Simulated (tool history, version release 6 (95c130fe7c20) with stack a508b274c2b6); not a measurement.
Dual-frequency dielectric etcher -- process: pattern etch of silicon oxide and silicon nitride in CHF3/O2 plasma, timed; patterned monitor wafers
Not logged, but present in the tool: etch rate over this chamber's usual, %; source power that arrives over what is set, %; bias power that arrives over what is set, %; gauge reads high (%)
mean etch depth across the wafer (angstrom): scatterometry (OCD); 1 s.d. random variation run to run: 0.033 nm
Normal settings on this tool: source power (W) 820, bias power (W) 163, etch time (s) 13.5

run,hour,source power (W),bias power (W),etch time (s),wafers since the last listed run,hours since the last wet clean,hours since the last source power generator calibration,hours since the last bias power generator calibration,hours since the last upper electrode change,hours since the gauge calibration,"read-back reference wafer on the same gauge, depth_nm",mean etch depth across the wafer (angstrom)
1,0,670,163,13.5,0,64.1,1720.1,1646.1,3537.3,21.7,21.81,199.7
2,65.6,820,163,10.5,901,129.7,1785.7,1711.7,3602.9,87.3,21.81,169
3,242.7,820,163,13.5,2433,306.8,1962.8,1888.8,3780,264.4,21.8,217.6
4,271.7,820,163,13.5,398,335.8,1991.8,1917.8,3809,293.4,21.81,219.4
5,343.6,820,163,13.5,987,407.7,2063.7,1989.7,3880.9,365.3,21.8,218.7
6,391.4,820,163,13.5,656,455.5,2111.5,2037.5,3928.7,413.1,21.8,218.7
# hour 433.6: wet clean of the chamber
7,434.1,820,163,13.5,256,0.5,2154.2,2080.2,3971.4,455.8,21.79,216.4
8,442.1,720,163,13.5,109,8.5,2162.2,2088.2,3979.4,463.8,21.79,205.7
9,500.5,880,163,10.5,802,66.9,2220.6,2146.6,4037.8,522.2,21.79,174.1
# hour 523.8: source power generator calibrated
10,525,970,163,13.5,281,91.4,1.2,2171.1,4062.3,546.7,21.8,240.2
11,554.1,820,163,13.5,399,120.5,30.3,2200.2,4091.4,575.8,21.79,223.8
# hour 614.2: bias power generator calibrated
12,623.6,770,163,14.5,899,190,99.8,9.4,4160.9,645.3,21.8,233.9
# hour 647.1: gauge calibrated
# hour 661: upper electrode replaced
13,664.7,1020,202,11,234,231.1,140.9,50.5,3.7,17.6,21.8,209.1
14,736.7,820,137,13.5,989,303.1,212.9,122.5,75.7,89.6,21.81,215.5
15,769.5,820,163,13.5,450,335.9,245.7,155.3,108.5,122.4,21.8,223.3
16,798.6,700,122,16,399,365,274.8,184.4,137.6,151.5,21.81,233.7
# hour 827.8: wet clean of the chamber
17,828.8,820,163,13.5,85,1,305,214.6,167.8,181.7,21.81,221.4

Same runs, no hidden state in the tool, same run-to-run variation:
run,mean etch depth across the wafer (angstrom)
1,203.8
2,172.2
3,220.8
4,222.4
5,221.4
6,221.1
7,221.2
8,210.1
9,177.6
10,238.1
11,221.9
12,231.8
13,207.2
14,213.5
15,221.2
16,231.5
17,221.8
